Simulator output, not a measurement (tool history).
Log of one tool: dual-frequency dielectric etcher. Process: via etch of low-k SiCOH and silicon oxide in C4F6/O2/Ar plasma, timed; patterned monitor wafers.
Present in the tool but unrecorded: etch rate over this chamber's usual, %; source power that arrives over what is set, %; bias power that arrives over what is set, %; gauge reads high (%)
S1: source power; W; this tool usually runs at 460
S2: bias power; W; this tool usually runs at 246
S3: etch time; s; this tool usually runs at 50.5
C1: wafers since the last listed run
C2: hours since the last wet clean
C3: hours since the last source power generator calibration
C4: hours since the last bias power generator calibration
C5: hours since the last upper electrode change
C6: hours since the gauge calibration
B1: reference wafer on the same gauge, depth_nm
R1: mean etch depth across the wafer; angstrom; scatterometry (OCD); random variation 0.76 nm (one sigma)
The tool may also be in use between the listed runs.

Run 1, hour 0.0: usual settings; C1 0; C2 164.2; C3 4483.5; C4 2299.1; C5 5731.9; C6 43.2; B1 157.9. Result: R1 1691 angstrom.
Run 2, hour 6.8: usual settings; C1 100; C2 171.0; C3 4490.3; C4 2305.9; C5 5738.7; C6 50.0; B1 158.0. Result: R1 1691 angstrom.
Run 3, hour 20.5: usual settings; C1 203; C2 184.7; C3 4504.0; C4 2319.6; C5 5752.4; C6 63.7; B1 158.0. Result: R1 1692 angstrom.
Run 4, hour 27.3: usual settings but S1 510 W; C1 100; C2 191.5; C3 4510.8; C4 2326.4; C5 5759.2; C6 70.5; B1 157.8. Result: R1 1780 angstrom.
Run 5, hour 42.2: usual settings but S1 490 W, S3 61.0 s; C1 220; C2 206.4; C3 4525.7; C4 2341.3; C5 5774.1; C6 85.4; B1 158.1. Result: R1 2099 angstrom.
Run 6, hour 54.2: usual settings but S2 265 W; C1 177; C2 218.4; C3 4537.7; C4 2353.3; C5 5786.1; C6 97.4; B1 158.0. Result: R1 1717 angstrom.
Run 7, hour 67.3: usual settings but S2 265 W; C1 194; C2 231.5; C3 4550.8; C4 2366.4; C5 5799.2; C6 110.5; B1 157.8. Result: R1 1709 angstrom.
At hour 80.8: gauge calibrated.
At hour 84.8: source power generator calibrated.
At hour 94.2: upper electrode replaced.
Run 8, hour 94.7: usual settings; C1 207; C2 258.9; C3 9.9; C4 2393.8; C5 0.5; C6 13.9; B1 157.9. Result: R1 1675 angstrom.
Run 9, hour 95.0: usual settings; C1 4; C2 259.2; C3 10.2; C4 2394.1; C5 0.8; C6 14.2; B1 158.0. Result: R1 1662 angstrom.
Run 10, hour 97.2: usual settings; C1 32; C2 261.4; C3 12.4; C4 2396.3; C5 3.0; C6 16.4; B1 158.1. Result: R1 1675 angstrom.
At hour 102.9: bias power generator calibrated.
Run 11, hour 115.0: usual settings; C1 204; C2 279.2; C3 30.2; C4 12.1; C5 20.8; C6 34.2; B1 157.9. Result: R1 1663 angstrom.
At hour 140.6: wet clean of the chamber.
Run 12, hour 141.1: usual settings but S1 570 W; C1 31; C2 0.5; C3 56.3; C4 38.2; C5 46.9; C6 60.3; B1 158.0. Result: R1 1889 angstrom.
Run 13, hour 141.4: usual settings but S2 301 W; C1 4; C2 0.8; C3 56.6; C4 38.5; C5 47.2; C6 60.6; B1 158.0. Result: R1 1793 angstrom.
Run 14, hour 149.3: usual settings but S2 193 W, S3 35.5 s; C1 117; C2 8.7; C3 64.5; C4 46.4; C5 55.1; C6 68.5; B1 157.9. Result: R1 1109 angstrom.
Run 15, hour 166.7: usual settings; C1 257; C2 26.1; C3 81.9; C4 63.8; C5 72.5; C6 85.9; B1 158.1. Result: R1 1677 angstrom.
Run 16, hour 183.7: usual settings but S2 265 W; C1 252; C2 43.1; C3 98.9; C4 80.8; C5 89.5; C6 102.9; B1 157.8. Result: R1 1709 angstrom.
Run 17, hour 195.1: usual settings but S2 271 W; C1 169; C2 54.5; C3 110.3; C4 92.2; C5 100.9; C6 114.3; B1 158.0. Result: R1 1726 angstrom.
At hour 200.3: gauge calibrated.
Run 18, hour 206.0: usual settings but S2 200 W, S3 40.5 s; C1 161; C2 65.4; C3 121.2; C4 103.1; C5 111.8; C6 5.7; B1 157.9. Result: R1 1263 angstrom.
Run 19, hour 214.0: usual settings but S3 63.5 s; C1 118; C2 73.4; C3 129.2; C4 111.1; C5 119.8; C6 13.7; B1 158.0. Result: R1 2105 angstrom.

5 ways to go on from here, each from the tool as it stands after run 19. What would each give?
Run A, hour 214.4: usual settings but S2 294 W; C1 5; C2 73.8; C3 129.6; C4 111.5; C5 120.2; C6 14.1; B1 ?. Result: R1 ?.
Run B, hour 214.4: usual settings but S3 62.0 s; C1 5; C2 73.8; C3 129.6; C4 111.5; C5 120.2; C6 14.1; B1 ?. Result: R1 ?.
Run C, hour 214.4: usual settings but S3 54.5 s; C1 5; C2 73.8; C3 129.6; C4 111.5; C5 120.2; C6 14.1; B1 ?. Result: R1 ?.
Run D, hour 214.4: usual settings but S2 229 W; C1 5; C2 73.8; C3 129.6; C4 111.5; C5 120.2; C6 14.1; B1 ?. Result: R1 ?.
Run E, hour 214.4: usual settings but S1 400 W, S3 61.5 s; C1 5; C2 73.8; C3 129.6; C4 111.5; C5 120.2; C6 14.1; B1 ?. Result: R1 ?.

run     B1    R1
  A  158.0  1760
  B  158.0  2051
  C  158.0  1803
  D  158.0  1637
  E  158.0  1875
The same runs, with their run-to-run variation unchanged, on a tool lacking any hidden condition would have given:
run    R1
  A  1807
  B  2107
  C  1852
  D  1682
  E  1926

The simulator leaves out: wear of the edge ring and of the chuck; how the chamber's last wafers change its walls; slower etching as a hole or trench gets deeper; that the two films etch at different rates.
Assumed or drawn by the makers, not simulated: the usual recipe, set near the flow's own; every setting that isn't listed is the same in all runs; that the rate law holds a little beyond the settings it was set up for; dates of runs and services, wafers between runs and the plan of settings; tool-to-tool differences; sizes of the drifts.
